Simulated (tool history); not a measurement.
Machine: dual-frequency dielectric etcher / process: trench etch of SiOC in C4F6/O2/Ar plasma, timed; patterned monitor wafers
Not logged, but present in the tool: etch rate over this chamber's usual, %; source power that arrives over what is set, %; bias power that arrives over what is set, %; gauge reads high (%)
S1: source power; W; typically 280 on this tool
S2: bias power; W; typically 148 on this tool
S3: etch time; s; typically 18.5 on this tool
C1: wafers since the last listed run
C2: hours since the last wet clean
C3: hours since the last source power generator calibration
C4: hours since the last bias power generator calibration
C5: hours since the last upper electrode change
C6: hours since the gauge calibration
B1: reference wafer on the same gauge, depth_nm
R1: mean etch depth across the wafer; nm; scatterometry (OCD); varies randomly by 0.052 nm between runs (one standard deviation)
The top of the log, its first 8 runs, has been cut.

| run | hour | S1 | S2 | S3 | C1 | C2 | C3 | C4 | C5 | C6 | B1 | R1 |
|---|---|---|---|---|---|---|---|---|---|---|---|---|
|  | 403.8 | wet clean of the chamber |
| 9 | 407.7 | 280 | 148 | 15.0 | 284 | 3.9 | 3188.0 | 3642.1 | 3259.6 | 1114.3 | 36.90 | 25.64 |
| 10 | 463.4 | 280 | 148 | 18.5 | 626 | 59.6 | 3243.7 | 3697.8 | 3315.3 | 1170.0 | 36.90 | 31.64 |
| 11 | 512.4 | 280 | 148 | 18.5 | 550 | 108.6 | 3292.7 | 3746.8 | 3364.3 | 1219.0 | 36.91 | 31.75 |
| 12 | 582.3 | 280 | 148 | 18.5 | 785 | 178.5 | 3362.6 | 3816.7 | 3434.2 | 1288.9 | 36.91 | 31.81 |
| 13 | 635.5 | 280 | 148 | 18.5 | 598 | 231.7 | 3415.8 | 3869.9 | 3487.4 | 1342.1 | 36.91 | 31.93 |
| 14 | 662.5 | 280 | 148 | 18.5 | 303 | 258.7 | 3442.8 | 3896.9 | 3514.4 | 1369.1 | 36.90 | 31.90 |
| 15 | 709.7 | 280 | 148 | 15.0 | 530 | 305.9 | 3490.0 | 3944.1 | 3561.6 | 1416.3 | 36.90 | 25.94 |
|  | 770.0 | upper electrode replaced |
| 16 | 778.9 | 280 | 148 | 18.5 | 508 | 375.1 | 3559.2 | 4013.3 | 8.9 | 1485.5 | 36.93 | 32.04 |
| 17 | 823.5 | 220 | 171 | 23.0 | 501 | 419.7 | 3603.8 | 4057.9 | 53.5 | 1530.1 | 36.91 | 36.77 |
|  | 838.0 | gauge calibrated |
| 18 | 874.3 | 340 | 148 | 15.0 | 571 | 470.5 | 3654.6 | 4108.7 | 104.3 | 36.3 | 36.91 | 28.61 |
|  | 910.0 | wet clean of the chamber |
|  | 921.3 | source power generator calibrated |
| 19 | 925.9 | 230 | 137 | 16.5 | 265 | 15.9 | 4.6 | 4160.3 | 155.9 | 87.9 | 36.91 | 25.59 |
| 20 | 951.8 | 280 | 118 | 15.5 | 291 | 41.8 | 30.5 | 4186.2 | 181.8 | 113.8 | 36.90 | 25.51 |
| 21 | 997.2 | 280 | 148 | 18.5 | 510 | 87.2 | 75.9 | 4231.6 | 227.2 | 159.2 | 36.89 | 32.26 |
| 22 | 1029.6 | 250 | 162 | 18.5 | 364 | 119.6 | 108.3 | 4264.0 | 259.6 | 191.6 | 36.90 | 31.36 |
|  | 1041.0 | bias power generator calibrated |
| 23 | 1055.1 | 280 | 148 | 18.5 | 241 | 145.1 | 133.8 | 14.1 | 285.1 | 217.1 | 36.91 | 32.47 |
| 24 | 1094.1 | 310 | 164 | 22.5 | 438 | 184.1 | 172.8 | 53.1 | 324.1 | 256.1 | 36.89 | 42.54 |
| 25 | 1137.2 | 350 | 167 | 18.5 | 484 | 227.2 | 215.9 | 96.2 | 367.2 | 299.2 | 36.90 | 37.28 |
| 26 | 1193.1 | 320 | 136 | 20.0 | 628 | 283.1 | 271.8 | 152.1 | 423.1 | 355.1 | 36.89 | 36.75 |
| 27 | 1240.3 | 230 | 134 | 21.5 | 530 | 330.3 | 319.0 | 199.3 | 470.3 | 402.3 | 36.92 | 33.66 |
| 28 | 1265.6 | 320 | 148 | 15.5 | 284 | 355.6 | 344.3 | 224.6 | 495.6 | 427.6 | 36.88 | 29.23 |
|  | 1314.7 | wet clean of the chamber |
| 29 | 1315.2 | 260 | 173 | 16.0 | 287 | 0.5 | 393.9 | 274.2 | 545.2 | 477.2 | 36.91 | 28.04 |
| 30 | 1353.1 | 280 | 148 | 18.5 | 426 | 38.4 | 431.8 | 312.1 | 583.1 | 515.1 | 36.91 | 32.26 |

Alternative continuations, all from the tool just after run 30; predict every row:
| A | 1353.5 | 230 | 148 | 18.5 | 4 | 38.8 | 432.2 | 312.5 | 583.5 | 515.5 | ? | ? |
| B | 1353.5 | 280 | 148 | 14.5 | 4 | 38.8 | 432.2 | 312.5 | 583.5 | 515.5 | ? | ? |
| C | 1353.5 | 330 | 119 | 16.5 | 4 | 38.8 | 432.2 | 312.5 | 583.5 | 515.5 | ? | ? |
| D | 1353.5 | 250 | 148 | 20.0 | 4 | 38.8 | 432.2 | 312.5 | 583.5 | 515.5 | ? | ? |

| run | B1 | R1 |
|---|---|---|
| A | 36.91 | 29.30 |
| B | 36.91 | 25.32 |
| C | 36.91 | 29.53 |
| D | 36.91 | 33.03 |
Without the tool's unlogged condition, the same runs would have read:
| run | R1 |
|---|---|
| A | 29.19 |
| B | 25.22 |
| C | 29.41 |
| D | 32.90 |

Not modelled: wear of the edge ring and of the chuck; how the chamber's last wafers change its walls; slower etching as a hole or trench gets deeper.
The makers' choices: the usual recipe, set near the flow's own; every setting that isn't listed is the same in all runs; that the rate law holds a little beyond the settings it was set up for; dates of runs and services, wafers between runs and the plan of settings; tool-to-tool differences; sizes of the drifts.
